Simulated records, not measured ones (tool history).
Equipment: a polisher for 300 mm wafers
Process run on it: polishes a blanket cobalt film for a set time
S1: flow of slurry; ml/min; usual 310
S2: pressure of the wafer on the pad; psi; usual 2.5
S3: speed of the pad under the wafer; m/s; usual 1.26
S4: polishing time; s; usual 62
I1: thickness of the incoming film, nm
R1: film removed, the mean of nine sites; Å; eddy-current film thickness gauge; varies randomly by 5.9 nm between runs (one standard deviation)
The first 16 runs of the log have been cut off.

run 17 day=25.333 | S1=225 S2=1.8 S3=1.62 S4=51 | I1=1415.4 | R1=3383
run 18 day=26.562 | S1=385 S2=2.8 S3=0.88 S4=62 | I1=1400.5 | R1=3772
run 19 day=27.138 | S1=310 S2=2.0 S3=1.58 S4=62 | I1=1432.2 | R1=4634
run 20 day=28.012 | S1=310 S2=2.8 S3=1.48 S4=62 | I1=1406.2 | R1=6070
run 21 day=29.008 | S1=245 S2=1.9 S3=1.26 S4=75 | I1=1423.7 | R1=4147
-- day=30.225 worn pad replaced by a new one
run 22 day=30.246 | S1=310 S2=2.5 S3=1.26 S4=62 | I1=1404.6 | R1=4727
run 23 day=31.046 | S1=350 S2=3.1 S3=1.26 S4=62 | I1=1427.0 | R1=5854
run 24 day=31.808 | S1=310 S2=2.5 S3=1.26 S4=62 | I1=1396.2 | R1=4478
run 25 day=32.817 | S1=310 S2=2.5 S3=1.26 S4=70 | I1=1421.6 | R1=5237
run 26 day=34.288 | S1=310 S2=2.5 S3=1.06 S4=62 | I1=1402.7 | R1=3826
-- day=35.621 slurry nozzle cleaned
run 27 day=35.642 | S1=310 S2=1.9 S3=1.26 S4=78 | I1=1414.3 | R1=4535
run 28 day=36.833 | S1=345 S2=2.9 S3=1.26 S4=62 | I1=1425.0 | R1=5464
run 29 day=37.671 | S1=255 S2=2.5 S3=1.26 S4=62 | I1=1433.5 | R1=4616
run 30 day=39.112 | S1=275 S2=2.2 S3=1.26 S4=62 | I1=1408.1 | R1=4040
run 31 day=39.708 | S1=240 S2=3.1 S3=1.48 S4=45 | I1=1423.9 | R1=4799
-- day=40.475 worn pad replaced by a new one
run 32 day=40.692 | S1=350 S2=3.1 S3=1.26 S4=62 | I1=1429.0 | R1=5995
run 33 day=41.429 | S1=310 S2=2.5 S3=1.10 S4=62 | I1=1425.8 | R1=4142

Run 34 is up next; what results do you expect?
-- day=42.562 head pressure recalibrated
run 34 day=42.729 | S1=415 S2=2.2 S3=1.06 S4=54 | I1=1426.8 | R1=?

{"run 34": {"R1": 3093}}
Without the tool's hidden state the same run would have given R1 3108 Å.
